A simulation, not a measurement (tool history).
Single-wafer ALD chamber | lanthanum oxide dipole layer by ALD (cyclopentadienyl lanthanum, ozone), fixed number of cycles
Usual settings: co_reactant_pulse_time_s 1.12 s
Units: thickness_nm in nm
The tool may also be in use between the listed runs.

| run | day | co_reactant_pulse_time_s | wafers since the last listed run | hours since the last thermocouple change | hours since the last ozone generator service | hours since the showerhead was replaced | hours since the gauge calibration | read-back reference wafer on the same gauge, thickness_nm | thickness_nm |
|---|---|---|---|---|---|---|---|---|---|
| 1 | 0.000 | 1.34 | 0 | 825.4 | 822.0 | 7296.6 | 114.1 | 0.558 | 0.516 |
| 2 | 0.350 | 1.34 | 92 | 833.8 | 830.4 | 7305.0 | 122.5 | 0.558 | 0.514 |
| 3 | 0.812 | 1.12 | 122 | 844.9 | 841.5 | 7316.1 | 133.6 | 0.558 | 0.477 |
| 4 | 1.104 | 1.12 | 77 | 851.9 | 848.5 | 7323.1 | 140.6 | 0.558 | 0.477 |
| 5 | 1.650 | 1.12 | 144 | 865.0 | 861.6 | 7336.2 | 153.7 | 0.558 | 0.476 |
| 6 | 2.346 | 1.12 | 184 | 881.7 | 878.3 | 7352.9 | 170.4 | 0.558 | 0.471 |
| 7 | 2.904 | 1.12 | 148 | 895.1 | 891.7 | 7366.3 | 183.8 | 0.558 | 0.473 |
|  | 3.617 | showerhead replaced |
| 8 | 3.638 | 0.82 | 106 | 912.7 | 909.3 | 0.5 | 201.4 | 0.558 | 0.396 |
| 9 | 3.733 | 1.46 | 25 | 915.0 | 911.6 | 2.8 | 203.7 | 0.558 | 0.523 |
|  | 4.467 | ozone generator serviced |
| 10 | 4.488 | 0.95 | 111 | 933.1 | 0.5 | 20.9 | 221.8 | 0.558 | 0.509 |
| 11 | 4.708 | 1.12 | 58 | 938.4 | 5.8 | 26.2 | 227.1 | 0.558 | 0.542 |
|  | 5.088 | thermocouple changed; heater temperature recalibrated |
|  | 5.092 | gauge calibrated |
| 12 | 5.383 | 1.47 | 90 | 7.1 | 22.0 | 42.4 | 7.0 | 0.558 | 0.573 |
| 13 | 5.746 | 0.69 | 96 | 15.8 | 30.7 | 51.1 | 15.7 | 0.557 | 0.439 |
| 14 | 6.358 | 1.51 | 162 | 30.5 | 45.4 | 65.8 | 30.4 | 0.558 | 0.575 |
| 15 | 7.054 | 1.44 | 184 | 47.2 | 62.1 | 82.5 | 47.1 | 0.558 | 0.572 |
| 16 | 7.412 | 1.12 | 95 | 55.8 | 70.7 | 91.1 | 55.7 | 0.559 | 0.539 |
| 17 | 7.921 | 0.75 | 134 | 68.0 | 82.9 | 103.3 | 67.9 | 0.558 | 0.454 |

How the hidden state differs across the entries between the runs, from the last listed run before each to the first after it:
Between runs 7 and 8: showerhead replaced (day 3.617)
  ozone dose above that of a generator just serviced (%): -30.9 -> -31.5
  measured less the result without the state, thickness_nm: -0.071 -> -0.087 nm
Between runs 9 and 10: ozone generator serviced (day 4.467)
  ozone dose above that of a generator just serviced (%): -31.5 -> -1.61
  measured less the result without the state, thickness_nm: -0.054 -> -0.003 nm
Between runs 11 and 12: thermocouple changed; heater temperature recalibrated (day 5.088); gauge calibrated (day 5.092)
  ozone dose above that of a generator just serviced (%): -1.79 -> -2.33
  measured less the result without the state, thickness_nm: -0.003 -> -0.003 nm
